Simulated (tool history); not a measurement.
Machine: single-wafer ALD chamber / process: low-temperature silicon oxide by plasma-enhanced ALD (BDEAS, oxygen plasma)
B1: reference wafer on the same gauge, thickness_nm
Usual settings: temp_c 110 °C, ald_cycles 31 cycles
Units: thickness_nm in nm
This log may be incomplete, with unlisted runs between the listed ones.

{"run": 1, "hour": 0.0, "temp_c": 110, "ald_cycles": 31, "B1": 3.909, "thickness_nm": 4.236}
{"run": 2, "hour": 18.2, "temp_c": 110, "ald_cycles": 31, "B1": 3.906, "thickness_nm": 4.237}
{"run": 3, "hour": 53.1, "temp_c": 110, "ald_cycles": 34, "B1": 3.908, "thickness_nm": 4.668}
{"run": 4, "hour": 88.5, "temp_c": 110, "ald_cycles": 34, "B1": 3.9, "thickness_nm": 4.675}
{"run": 5, "hour": 112.4, "temp_c": 110, "ald_cycles": 31, "B1": 3.902, "thickness_nm": 4.227}
{"run": 6, "hour": 143.1, "temp_c": 110, "ald_cycles": 31, "B1": 3.901, "thickness_nm": 4.219}
{"run": 7, "hour": 169.7, "temp_c": 110, "ald_cycles": 31, "B1": 3.899, "thickness_nm": 4.231}
{"run": 8, "hour": 192.9, "temp_c": 110, "ald_cycles": 31, "B1": 3.898, "thickness_nm": 4.229}
{"run": 9, "hour": 226.1, "temp_c": 110, "ald_cycles": 31, "B1": 3.899, "thickness_nm": 4.248}
{"run": 10, "hour": 243.1, "temp_c": 110, "ald_cycles": 31, "B1": 3.896, "thickness_nm": 4.241}
{"run": 11, "hour": 324.5, "temp_c": 110, "ald_cycles": 31, "B1": 3.894, "thickness_nm": 4.216}
{"hour": 361.5, "done": "thermocouple changed; heater temperature recalibrated"}
{"run": 12, "hour": 362.0, "temp_c": 110, "ald_cycles": 31, "B1": 3.892, "thickness_nm": 4.228}
{"run": 13, "hour": 368.2, "temp_c": 110, "ald_cycles": 31, "B1": 3.893, "thickness_nm": 4.228}
{"run": 14, "hour": 394.8, "temp_c": 110, "ald_cycles": 31, "B1": 3.892, "thickness_nm": 4.213}
{"hour": 402.7, "done": "gauge calibrated"}
{"run": 15, "hour": 420.5, "temp_c": 125, "ald_cycles": 27, "B1": 3.938, "thickness_nm": 3.62}
{"run": 16, "hour": 443.0, "temp_c": 120, "ald_cycles": 26, "B1": 3.931, "thickness_nm": 3.523}
{"run": 17, "hour": 477.3, "temp_c": 110, "ald_cycles": 31, "B1": 3.922, "thickness_nm": 4.257}
{"run": 18, "hour": 498.7, "temp_c": 122, "ald_cycles": 35, "B1": 3.92, "thickness_nm": 4.693}
{"run": 19, "hour": 517.4, "temp_c": 120, "ald_cycles": 26, "B1": 3.912, "thickness_nm": 3.498}
{"run": 20, "hour": 543.1, "temp_c": 125, "ald_cycles": 26, "B1": 3.91, "thickness_nm": 3.458}
{"run": 21, "hour": 628.6, "temp_c": 110, "ald_cycles": 35, "B1": 3.897, "thickness_nm": 4.785}
{"run": 22, "hour": 644.9, "temp_c": 123, "ald_cycles": 34, "B1": 3.893, "thickness_nm": 4.554}
{"run": 23, "hour": 657.4, "temp_c": 110, "ald_cycles": 36, "B1": 3.893, "thickness_nm": 4.926}
{"run": 24, "hour": 722.6, "temp_c": 105, "ald_cycles": 28, "B1": 3.887, "thickness_nm": 3.826}
{"run": 25, "hour": 748.5, "temp_c": 110, "ald_cycles": 31, "B1": 3.883, "thickness_nm": 4.207}
{"run": 26, "hour": 781.4, "temp_c": 97, "ald_cycles": 26, "B1": 3.88, "thickness_nm": 3.613}
{"run": 27, "hour": 828.7, "temp_c": 101, "ald_cycles": 26, "B1": 3.879, "thickness_nm": 3.584}
{"run": 28, "hour": 858.8, "temp_c": 119, "ald_cycles": 34, "B1": 3.878, "thickness_nm": 4.544}

The tool's hidden state at each run:
wafer temperature above the value expected at the setpoint (K): 0 across all the runs
H1: gauge reads high (%)
run=1 H1=-1.29
run=2 H1=-1.33
run=3 H1=-1.39
run=4 H1=-1.45
run=5 H1=-1.48
run=6 H1=-1.52
run=7 H1=-1.55
run=8 H1=-1.58
run=9 H1=-1.61
run=10 H1=-1.62
run=11 H1=-1.68
run=12 H1=-1.7
run=13 H1=-1.7
run=14 H1=-1.71
run=15 H1=-0.561
run=16 H1=-0.719
run=17 H1=-0.934
run=18 H1=-1.05
run=19 H1=-1.15
run=20 H1=-1.27
run=21 H1=-1.6
run=22 H1=-1.66
run=23 H1=-1.69
run=24 H1=-1.86
run=25 H1=-1.92
run=26 H1=-1.98
run=27 H1=-2.06
run=28 H1=-2.1
